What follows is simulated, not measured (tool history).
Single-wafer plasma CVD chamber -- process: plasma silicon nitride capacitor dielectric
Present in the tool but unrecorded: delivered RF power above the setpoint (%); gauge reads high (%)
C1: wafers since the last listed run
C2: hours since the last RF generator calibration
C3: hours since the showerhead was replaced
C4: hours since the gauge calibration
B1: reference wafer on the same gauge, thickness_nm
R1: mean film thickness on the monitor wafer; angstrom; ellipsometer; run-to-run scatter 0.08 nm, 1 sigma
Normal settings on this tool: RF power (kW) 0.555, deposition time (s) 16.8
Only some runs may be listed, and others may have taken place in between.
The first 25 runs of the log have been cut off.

{"run": 26, "hour": 621.6, "RF power (kW)": 0.635, "deposition time (s)": 20, "C1": 1110, "C2": 49.8, "C3": 51.5, "C4": 481.8, "B1": 29.393, "R1": 336.8}
{"run": 27, "hour": 639.2, "RF power (kW)": 0.495, "deposition time (s)": 18.3, "C1": 597, "C2": 67.4, "C3": 69.1, "C4": 499.4, "B1": 29.4, "R1": 288.18}
{"run": 28, "hour": 668.2, "RF power (kW)": 0.555, "deposition time (s)": 15.4, "C1": 984, "C2": 96.4, "C3": 98.1, "C4": 528.4, "B1": 29.394, "R1": 249.04}
{"run": 29, "hour": 686.0, "RF power (kW)": 0.64, "deposition time (s)": 14.9, "C1": 604, "C2": 114.2, "C3": 115.9, "C4": 546.2, "B1": 29.382, "R1": 252.48}
{"run": 30, "hour": 715.6, "RF power (kW)": 0.555, "deposition time (s)": 16.8, "C1": 1005, "C2": 143.8, "C3": 145.5, "C4": 575.8, "B1": 29.409, "R1": 272.07}
{"run": 31, "hour": 733.5, "RF power (kW)": 0.555, "deposition time (s)": 16.8, "C1": 607, "C2": 161.7, "C3": 163.4, "C4": 593.7, "B1": 29.398, "R1": 271.36}
{"run": 32, "hour": 767.7, "RF power (kW)": 0.595, "deposition time (s)": 18.4, "C1": 1161, "C2": 195.9, "C3": 197.6, "C4": 627.9, "B1": 29.387, "R1": 305.39}
{"run": 33, "hour": 793.1, "RF power (kW)": 0.5, "deposition time (s)": 14.3, "C1": 862, "C2": 221.3, "C3": 223, "C4": 653.3, "B1": 29.417, "R1": 224.79}
{"run": 34, "hour": 807.3, "RF power (kW)": 0.66, "deposition time (s)": 15.7, "C1": 482, "C2": 235.5, "C3": 237.2, "C4": 667.5, "B1": 29.397, "R1": 266.74}
{"hour": 827.5, "done": "gauge calibrated"}
{"run": 35, "hour": 828.6, "RF power (kW)": 0.635, "deposition time (s)": 20, "C1": 723, "C2": 256.8, "C3": 258.5, "C4": 1.1, "B1": 29.401, "R1": 335.82}
{"run": 36, "hour": 844.6, "RF power (kW)": 0.605, "deposition time (s)": 19.5, "C1": 543, "C2": 272.8, "C3": 274.5, "C4": 17.1, "B1": 29.393, "R1": 324.85}
{"run": 37, "hour": 857.3, "RF power (kW)": 0.635, "deposition time (s)": 17.7, "C1": 431, "C2": 285.5, "C3": 287.2, "C4": 29.8, "B1": 29.395, "R1": 298.03}
{"run": 38, "hour": 892.3, "RF power (kW)": 0.6, "deposition time (s)": 19.7, "C1": 1188, "C2": 320.5, "C3": 322.2, "C4": 64.8, "B1": 29.399, "R1": 325.61}
{"run": 39, "hour": 908.3, "RF power (kW)": 0.555, "deposition time (s)": 16.8, "C1": 543, "C2": 336.5, "C3": 338.2, "C4": 80.8, "B1": 29.408, "R1": 271.62}
{"run": 40, "hour": 943.5, "RF power (kW)": 0.48, "deposition time (s)": 20, "C1": 1195, "C2": 371.7, "C3": 373.4, "C4": 116, "B1": 29.378, "R1": 311.7}
{"run": 41, "hour": 977.7, "RF power (kW)": 0.655, "deposition time (s)": 15.2, "C1": 1161, "C2": 405.9, "C3": 407.6, "C4": 150.2, "B1": 29.412, "R1": 257.19}
{"run": 42, "hour": 1007.7, "RF power (kW)": 0.625, "deposition time (s)": 16.8, "C1": 1018, "C2": 435.9, "C3": 437.6, "C4": 180.2, "B1": 29.394, "R1": 280.43}
{"run": 43, "hour": 1021.0, "RF power (kW)": 0.465, "deposition time (s)": 20.1, "C1": 451, "C2": 449.2, "C3": 450.9, "C4": 193.5, "B1": 29.42, "R1": 307.63}
{"run": 44, "hour": 1054.7, "RF power (kW)": 0.475, "deposition time (s)": 15.8, "C1": 1144, "C2": 482.9, "C3": 484.6, "C4": 227.2, "B1": 29.404, "R1": 244.73}
{"run": 45, "hour": 1079.2, "RF power (kW)": 0.495, "deposition time (s)": 14.7, "C1": 831, "C2": 507.4, "C3": 509.1, "C4": 251.7, "B1": 29.41, "R1": 227.95}

3 ways to go on from here, each from the tool as it stands after run 45. What would each give?
{"run": "A", "hour": 1079.6, "RF power (kW)": 0.555, "deposition time (s)": 18.4, "C1": 13, "C2": 507.8, "C3": 509.5, "C4": 252.1, "B1": "?", "R1": "?"}
{"run": "B", "hour": 1079.6, "RF power (kW)": 0.475, "deposition time (s)": 16.8, "C1": 13, "C2": 507.8, "C3": 509.5, "C4": 252.1, "B1": "?", "R1": "?"}
{"run": "C", "hour": 1079.6, "RF power (kW)": 0.455, "deposition time (s)": 16.8, "C1": 13, "C2": 507.8, "C3": 509.5, "C4": 252.1, "B1": "?", "R1": "?"}

run=A B1=29.38 R1=296.1
run=B B1=29.38 R1=258.28
run=C B1=29.38 R1=255.05
Stripped of hidden state, with their random variation kept, the same runs would have yielded:
run=A R1=298.41
run=B R1=260.3
run=C R1=257.05

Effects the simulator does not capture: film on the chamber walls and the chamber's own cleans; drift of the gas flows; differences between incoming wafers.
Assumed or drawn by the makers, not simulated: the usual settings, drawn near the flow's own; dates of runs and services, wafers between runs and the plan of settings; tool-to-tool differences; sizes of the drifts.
